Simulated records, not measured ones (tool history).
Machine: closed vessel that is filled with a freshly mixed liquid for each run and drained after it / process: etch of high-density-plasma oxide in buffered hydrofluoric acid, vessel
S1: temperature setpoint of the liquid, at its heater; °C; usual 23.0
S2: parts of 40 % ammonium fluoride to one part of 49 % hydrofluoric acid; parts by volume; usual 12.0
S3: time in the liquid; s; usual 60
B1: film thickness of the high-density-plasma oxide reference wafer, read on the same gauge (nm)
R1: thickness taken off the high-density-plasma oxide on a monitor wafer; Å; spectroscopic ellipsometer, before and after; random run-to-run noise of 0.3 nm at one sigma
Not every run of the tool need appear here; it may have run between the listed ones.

| run | hour | S1 | S2 | S3 | B1 | R1 |
|---|---|---|---|---|---|---|
| 1 | 0.0 | 23.0 | 12.0 | 60 | 60.01 | 542.7 |
| 2 | 12.6 | 23.0 | 12.0 | 60 | 60.02 | 543.4 |
| 3 | 44.3 | 23.0 | 12.0 | 50 | 59.99 | 454.7 |
| 4 | 56.6 | 23.0 | 15.0 | 60 | 60.01 | 441.6 |
| 5 | 85.4 | 23.0 | 15.0 | 60 | 60.01 | 436.4 |
| 6 | 104.2 | 23.0 | 12.0 | 35 | 60.01 | 316.9 |
| 7 | 118.7 | 23.0 | 12.0 | 35 | 60.00 | 317.7 |
| 8 | 149.0 | 23.0 | 15.5 | 60 | 59.98 | 429.9 |
| 9 | 182.7 | 23.0 | 15.5 | 60 | 59.99 | 426.3 |
| 10 | 196.7 | 23.0 | 15.5 | 60 | 60.02 | 426.4 |
| 11 | 224.8 | 23.0 | 12.0 | 60 | 59.98 | 546.2 |
| 12 | 256.3 | 23.0 | 12.0 | 60 | 59.98 | 556.0 |
| 13 | 278.3 | 23.0 | 12.0 | 60 | 60.00 | 550.4 |
| 14 | 293.2 | 23.0 | 12.0 | 60 | 59.98 | 557.8 |
| 15 | 324.9 | 23.0 | 9.0 | 60 | 59.99 | 720.7 |
|  | 331.4 | thermometer replaced |
| 16 | 347.0 | 23.0 | 12.0 | 90 | 60.00 | 825.8 |
|  | 364.8 | gauge calibrated |
| 17 | 372.6 | 19.5 | 8.0 | 45 | 60.03 | 497.0 |
| 18 | 420.9 | 23.0 | 12.0 | 60 | 60.03 | 551.2 |
| 19 | 433.0 | 27.0 | 12.0 | 70 | 60.00 | 802.2 |
| 20 | 472.2 | 26.0 | 13.5 | 60 | 60.03 | 582.3 |
| 21 | 493.0 | 23.0 | 16.0 | 40 | 60.00 | 281.9 |
| 22 | 522.9 | 18.0 | 10.5 | 80 | 59.97 | 619.3 |
| 23 | 547.1 | 23.0 | 12.0 | 60 | 60.00 | 558.9 |
| 24 | 625.3 | 23.0 | 12.0 | 60 | 60.00 | 554.2 |
|  | 640.5 | hydrofluoric acid flow meter replaced |
| 25 | 642.2 | 23.0 | 15.0 | 60 | 60.00 | 406.2 |
| 26 | 671.1 | 19.0 | 14.5 | 90 | 59.99 | 504.3 |
| 27 | 686.1 | 23.0 | 12.0 | 60 | 59.99 | 507.6 |
| 28 | 716.2 | 23.0 | 12.0 | 45 | 59.99 | 384.9 |
| 29 | 736.5 | 19.5 | 12.0 | 70 | 60.02 | 490.8 |
| 30 | 766.8 | 27.0 | 16.0 | 95 | 59.99 | 755.5 |
| 31 | 794.0 | 23.0 | 12.0 | 60 | 60.00 | 509.1 |
| 32 | 816.6 | 23.0 | 9.0 | 35 | 60.00 | 382.8 |
| 33 | 838.5 | 23.0 | 12.0 | 60 | 60.00 | 512.3 |

Some steps in R1 between neighbouring runs. How much of each would the tool show without its hidden state too (settings, what came in, random variation), and how much is left for the hidden state, with any gauge scatter that isn't in both results?
What the log doesn't record here: liquid colder than its thermometer reads (K); hydrofluoric acid flow above the setpoint (%); gauge reads high (%).
Run 16 -> 17: S1 23.0 -> 19.5, S2 12.0 -> 8.0, S3 90 -> 45, gauge calibrated. R1 -328.8 Å: hidden state -23.2, all else -305.6.
Run 20 -> 21: S1 26.0 -> 23.0, S2 13.5 -> 16.0, S3 60 -> 40. R1 -300.4 Å: hidden state -26.8, all else -273.6.
Run 21 -> 22: S1 23.0 -> 18.0, S2 16.0 -> 10.5, S3 40 -> 80. R1 +337.4 Å: hidden state +21.4, all else +316.0.
Run 24 -> 25: S2 12.0 -> 15.0, hydrofluoric acid flow meter replaced. R1 -148.0 Å: hidden state -52.9, all else -95.1.
